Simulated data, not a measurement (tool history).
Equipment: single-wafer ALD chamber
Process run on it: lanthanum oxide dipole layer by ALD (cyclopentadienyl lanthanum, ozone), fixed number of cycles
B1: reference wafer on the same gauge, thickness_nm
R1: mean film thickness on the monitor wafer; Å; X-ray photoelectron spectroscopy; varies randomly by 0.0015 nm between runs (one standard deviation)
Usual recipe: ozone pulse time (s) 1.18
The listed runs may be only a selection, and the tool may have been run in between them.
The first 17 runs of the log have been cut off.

{"run": 18, "hour": 242.9, "ozone pulse time (s)": 1.31, "B1": 0.515, "R1": 5.29}
{"run": 19, "hour": 258.3, "ozone pulse time (s)": 1.31, "B1": 0.515, "R1": 5.26}
{"hour": 265.2, "done": "gauge calibrated"}
{"run": 20, "hour": 271.7, "ozone pulse time (s)": 1.18, "B1": 0.515, "R1": 5.14}
{"run": 21, "hour": 279.8, "ozone pulse time (s)": 0.95, "B1": 0.515, "R1": 4.76}
{"run": 22, "hour": 291.1, "ozone pulse time (s)": 0.88, "B1": 0.515, "R1": 4.6}
{"run": 23, "hour": 308.9, "ozone pulse time (s)": 1.18, "B1": 0.515, "R1": 5.17}
{"run": 24, "hour": 325.3, "ozone pulse time (s)": 1.36, "B1": 0.515, "R1": 5.31}
{"run": 25, "hour": 332.8, "ozone pulse time (s)": 1.56, "B1": 0.516, "R1": 5.47}
{"run": 26, "hour": 348.1, "ozone pulse time (s)": 1.51, "B1": 0.515, "R1": 5.39}
{"run": 27, "hour": 391.5, "ozone pulse time (s)": 0.92, "B1": 0.515, "R1": 4.71}
{"run": 28, "hour": 406.0, "ozone pulse time (s)": 0.93, "B1": 0.515, "R1": 4.7}
{"run": 29, "hour": 422.3, "ozone pulse time (s)": 1.18, "B1": 0.515, "R1": 5.13}
{"run": 30, "hour": 434.9, "ozone pulse time (s)": 0.78, "B1": 0.515, "R1": 4.33}

Consider 5 possible next runs. They are alternatives, not a sequence: every one starts from the tool as it was left by run 30. What does each give?
{"run": "A", "hour": 435.3, "ozone pulse time (s)": 1.18, "B1": "?", "R1": "?"}
{"run": "B", "hour": 435.3, "ozone pulse time (s)": 0.83, "B1": "?", "R1": "?"}
{"run": "C", "hour": 435.3, "ozone pulse time (s)": 0.98, "B1": "?", "R1": "?"}
{"run": "D", "hour": 435.3, "ozone pulse time (s)": 1.44, "B1": "?", "R1": "?"}
{"run": "E", "hour": 435.3, "ozone pulse time (s)": 1.57, "B1": "?", "R1": "?"}

run=A B1=0.514 R1=5.11
run=B B1=0.514 R1=4.46
run=C B1=0.514 R1=4.8
run=D B1=0.514 R1=5.35
run=E B1=0.514 R1=5.42
With no hidden state in the tool, these same runs would have given:
run=A R1=5.11
run=B R1=4.46
run=C R1=4.8
run=D R1=5.35
run=E R1=5.42
